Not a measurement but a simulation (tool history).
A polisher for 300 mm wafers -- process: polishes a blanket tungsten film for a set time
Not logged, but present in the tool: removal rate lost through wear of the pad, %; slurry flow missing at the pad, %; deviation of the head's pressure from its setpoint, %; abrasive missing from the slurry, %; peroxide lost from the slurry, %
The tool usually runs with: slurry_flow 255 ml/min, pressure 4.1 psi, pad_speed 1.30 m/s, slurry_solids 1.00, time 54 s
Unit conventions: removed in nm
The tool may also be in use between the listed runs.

run	hour	slurry_flow	pressure	pad_speed	slurry_solids	time	wafers since the last listed run	wafers polished on this pad	hours since the slurry nozzle was cleaned	hours since the head pressure was calibrated	hours since the slurry blender was calibrated	hours since the slurry got fresh peroxide	incoming thickness of the incoming film, nm	removed
1	0.0	280	4.1	1.30	1.00	54	0	1650	76.0	1161.4	96.5	132.2	1042.4	407.5
2	44.1	255	4.1	1.30	1.00	54	302	1953	120.1	1205.5	140.6	176.3	1041.7	401.9
3	84.2	255	4.1	1.30	1.00	54	275	2229	160.2	1245.6	180.7	216.4	1046.8	403.7
4	113.9	255	4.1	1.30	1.00	54	203	2433	189.9	1275.3	210.4	246.1	1040.1	402.4
# hour 151.0: worn pad replaced by a new one
# hour 179.0: slurry tank refilled with fresh slurry and peroxide
5	235.0	255	4.1	1.30	1.00	54	797	569	311.0	1396.4	331.5	56.0	1025.6	402.0
# hour 254.9: slurry blender recalibrated
6	287.5	255	4.1	1.30	1.00	42	346	916	363.5	1448.9	32.6	108.5	1044.2	314.2
7	346.1	255	4.1	1.30	1.00	42	402	1318	422.1	1507.5	91.2	167.1	1049.7	317.8
8	373.1	255	4.1	1.30	1.00	54	185	1504	449.1	1534.5	118.2	194.1	1039.4	402.2
# hour 385.8: head pressure recalibrated
9	435.0	255	4.1	1.30	1.00	54	411	1915	511.0	49.2	180.1	256.0	1044.6	402.4
# hour 485.6: worn pad replaced by a new one
# hour 533.3: slurry tank refilled with fresh slurry and peroxide
# hour 584.9: slurry nozzle cleaned
# hour 599.2: slurry blender recalibrated
10	644.8	255	4.1	1.30	1.00	54	1385	1065	59.9	259.0	45.6	111.5	1046.9	401.4
11	692.5	255	4.1	1.30	1.00	54	327	1393	107.6	306.7	93.3	159.2	1057.6	401.8
12	753.3	255	5.0	1.30	0.75	71	417	1810	168.4	367.5	154.1	220.0	1040.3	608.4
13	800.5	255	4.1	1.56	1.00	66	324	2134	215.6	414.7	201.3	267.2	1051.2	566.9
14	831.9	255	4.1	1.30	1.00	54	215	2350	247.0	446.1	232.7	298.6	1030.0	403.3
15	865.9	255	4.1	1.30	1.00	37	233	2583	281.0	480.1	266.7	332.6	1019.5	275.8
# hour 888.7: worn pad replaced by a new one
# hour 895.2: slurry tank refilled with fresh slurry and peroxide
16	924.4	255	4.1	1.30	1.00	54	367	238	339.5	538.6	325.2	29.2	1024.3	400.6
# hour 955.3: slurry blender recalibrated
17	990.8	255	4.1	1.30	1.00	54	442	680	405.9	605.0	35.5	95.6	1046.3	399.6
18	1045.5	255	4.1	1.30	1.00	54	375	1056	460.6	659.7	90.2	150.3	1030.7	401.2
19	1097.1	255	3.0	1.30	1.10	44	354	1410	512.2	711.3	141.8	201.9	1018.7	245.6
# hour 1122.4: slurry nozzle cleaned
20	1141.4	255	4.6	1.30	1.00	54	297	1708	19.0	755.6	186.1	246.2	1049.0	452.2
# hour 1200.5: worn pad replaced by a new one
21	1292.4	255	4.8	1.30	1.00	54	1009	631	170.0	906.6	337.1	397.2	1036.7	473.3
# hour 1308.1: slurry tank refilled with fresh slurry and peroxide
# hour 1349.3: slurry blender recalibrated
22	1359.9	210	5.3	1.30	1.10	54	442	1074	237.5	974.1	10.6	51.8	1047.4	518.4
23	1425.5	220	5.2	1.56	1.00	54	450	1524	303.1	1039.7	76.2	117.4	1028.9	576.6
24	1482.5	255	4.1	1.70	1.00	47	391	1915	360.1	1096.7	133.2	174.4	1039.4	433.0
25	1543.8	255	5.4	1.30	1.00	48	420	2336	421.4	1158.0	194.5	235.7	1050.9	476.0
# hour 1574.1: worn pad replaced by a new one
26	1613.8	255	4.1	1.56	1.00	54	453	272	491.4	1228.0	264.5	305.7	1047.2	463.9

Branching from run 26: 4 alternative next runs. What would each branch give?
A	1614.2	255	2.9	1.30	1.00	54	2	275	491.8	1228.4	264.9	306.1	1041.1	?
B	1614.2	215	4.1	1.44	1.00	54	2	275	491.8	1228.4	264.9	306.1	1041.1	?
C	1614.2	255	3.7	1.02	0.90	59	2	275	491.8	1228.4	264.9	306.1	1041.1	?
D	1614.2	255	3.5	1.30	1.00	54	2	275	491.8	1228.4	264.9	306.1	1041.1	?

run	removed
A	282.0
B	422.9
C	319.7
D	340.4
Without the tool's unlogged condition, the same runs would have read:
run	removed
A	282.0
B	422.9
C	319.7
D	340.4

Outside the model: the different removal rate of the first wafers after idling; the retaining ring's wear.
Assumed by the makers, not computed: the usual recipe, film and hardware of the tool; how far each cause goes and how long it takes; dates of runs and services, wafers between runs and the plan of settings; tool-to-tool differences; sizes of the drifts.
